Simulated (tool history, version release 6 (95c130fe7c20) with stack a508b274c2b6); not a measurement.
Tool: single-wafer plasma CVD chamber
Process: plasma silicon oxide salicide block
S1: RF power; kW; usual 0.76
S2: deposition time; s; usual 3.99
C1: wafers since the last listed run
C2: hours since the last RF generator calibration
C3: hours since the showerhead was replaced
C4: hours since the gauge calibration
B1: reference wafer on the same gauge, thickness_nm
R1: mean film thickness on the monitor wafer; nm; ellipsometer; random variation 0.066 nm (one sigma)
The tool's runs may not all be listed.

run 1 day=0 | S1=0.76 S2=3.99 | C1=0 C2=1694 C3=3776.1 C4=89.1 | B1=51.103 | R1=43.229
run 2 day=0.688 | S1=0.76 S2=3.99 | C1=706 C2=1710.5 C3=3792.6 C4=105.6 | B1=51.095 | R1=43.214
run 3 day=1.208 | S1=0.76 S2=3.45 | C1=535 C2=1723 C3=3805.1 C4=118.1 | B1=51.092 | R1=37.327
run 4 day=1.517 | S1=0.76 S2=3.45 | C1=317 C2=1730.4 C3=3812.5 C4=125.5 | B1=51.098 | R1=37.24
run 5 day=1.812 | S1=0.76 S2=3.99 | C1=304 C2=1737.5 C3=3819.6 C4=132.6 | B1=51.106 | R1=43.202
run 6 day=2.462 | S1=0.76 S2=3.99 | C1=668 C2=1753.1 C3=3835.2 C4=148.2 | B1=51.103 | R1=43.089
run 7 day=3.196 | S1=0.87 S2=3.38 | C1=754 C2=1770.7 C3=3852.8 C4=165.8 | B1=51.095 | R1=38.521
run 8 day=3.758 | S1=0.87 S2=3.38 | C1=578 C2=1784.2 C3=3866.3 C4=179.3 | B1=51.103 | R1=38.461
run 9 day=4.217 | S1=0.76 S2=3.99 | C1=471 C2=1795.2 C3=3877.3 C4=190.3 | B1=51.104 | R1=42.997
run 10 day=4.942 | S1=0.76 S2=3.99 | C1=745 C2=1812.6 C3=3894.7 C4=207.7 | B1=51.082 | R1=43.082
run 11 day=5.433 | S1=0.76 S2=3.99 | C1=505 C2=1824.4 C3=3906.5 C4=219.5 | B1=51.079 | R1=42.907
run 12 day=5.862 | S1=0.76 S2=3.99 | C1=441 C2=1834.7 C3=3916.8 C4=229.8 | B1=51.089 | R1=43.075
run 13 day=6.45 | S1=0.69 S2=3.99 | C1=604 C2=1848.8 C3=3930.9 C4=243.9 | B1=51.086 | R1=41.545
run 14 day=6.712 | S1=0.76 S2=3.99 | C1=269 C2=1855.1 C3=3937.2 C4=250.2 | B1=51.099 | R1=43.013
run 15 day=7.379 | S1=0.63 S2=3.44 | C1=685 C2=1871.1 C3=3953.2 C4=266.2 | B1=51.109 | R1=34.306
-- day=7.733 RF generator calibrated
-- day=7.879 gauge calibrated
run 16 day=8.108 | S1=0.76 S2=3.99 | C1=407 C2=9 C3=3970.7 C4=5.5 | B1=51.096 | R1=44.012
run 17 day=8.596 | S1=0.76 S2=3.45 | C1=501 C2=20.7 C3=3982.4 C4=17.2 | B1=51.118 | R1=37.997
run 18 day=9.117 | S1=0.645 S2=4.54 | C1=535 C2=33.2 C3=3994.9 C4=29.7 | B1=51.107 | R1=46.817
run 19 day=9.4 | S1=0.805 S2=3.76 | C1=291 C2=40 C3=4001.7 C4=36.5 | B1=51.124 | R1=42.456
run 20 day=9.683 | S1=0.805 S2=3.76 | C1=291 C2=46.8 C3=4008.5 C4=43.3 | B1=51.085 | R1=42.494
-- day=10.342 showerhead replaced
run 21 day=10.392 | S1=0.905 S2=3.2 | C1=385 C2=63.8 C3=1.2 C4=60.3 | B1=51.106 | R1=37.729
run 22 day=10.65 | S1=0.76 S2=3.99 | C1=265 C2=70 C3=7.4 C4=66.5 | B1=51.099 | R1=44.057
run 23 day=11.258 | S1=0.76 S2=3.99 | C1=625 C2=84.6 C3=22 C4=81.1 | B1=51.087 | R1=44.06
run 24 day=11.938 | S1=0.76 S2=3.27 | C1=698 C2=100.9 C3=38.3 C4=97.4 | B1=51.099 | R1=35.99
run 25 day=12.675 | S1=0.905 S2=3.99 | C1=758 C2=118.6 C3=56 C4=115.1 | B1=51.123 | R1=47.107
run 26 day=12.962 | S1=0.665 S2=3.22 | C1=295 C2=125.5 C3=62.9 C4=122 | B1=51.072 | R1=33.623
run 27 day=13.692 | S1=0.76 S2=4.5 | C1=749 C2=143 C3=80.4 C4=139.5 | B1=51.076 | R1=49.726
run 28 day=14.417 | S1=0.72 S2=4.42 | C1=745 C2=160.4 C3=97.8 C4=156.9 | B1=51.102 | R1=47.796
run 29 day=14.692 | S1=0.68 S2=3.99 | C1=282 C2=167 C3=104.4 C4=163.5 | B1=51.098 | R1=42.111

4 ways to go on from here, each from the tool as it stands after run 29. What would each give?
run A day=14.708 | S1=0.76 S2=3.99 | C1=17 C2=167.4 C3=104.8 C4=163.9 | B1=? | R1=?
run B day=14.708 | S1=0.625 S2=3.42 | C1=17 C2=167.4 C3=104.8 C4=163.9 | B1=? | R1=?
run C day=14.708 | S1=0.655 S2=4.28 | C1=17 C2=167.4 C3=104.8 C4=163.9 | B1=? | R1=?
run D day=14.708 | S1=0.825 S2=3.99 | C1=17 C2=167.4 C3=104.8 C4=163.9 | B1=? | R1=?

run=A B1=51.097 R1=43.929
run=B B1=51.097 R1=34.771
run=C B1=51.097 R1=44.377
run=D B1=51.097 R1=45.354
Without the tool's hidden state the same runs would have given:
run=A R1=44.087
run=B R1=34.896
run=C R1=44.536
run=D R1=45.517
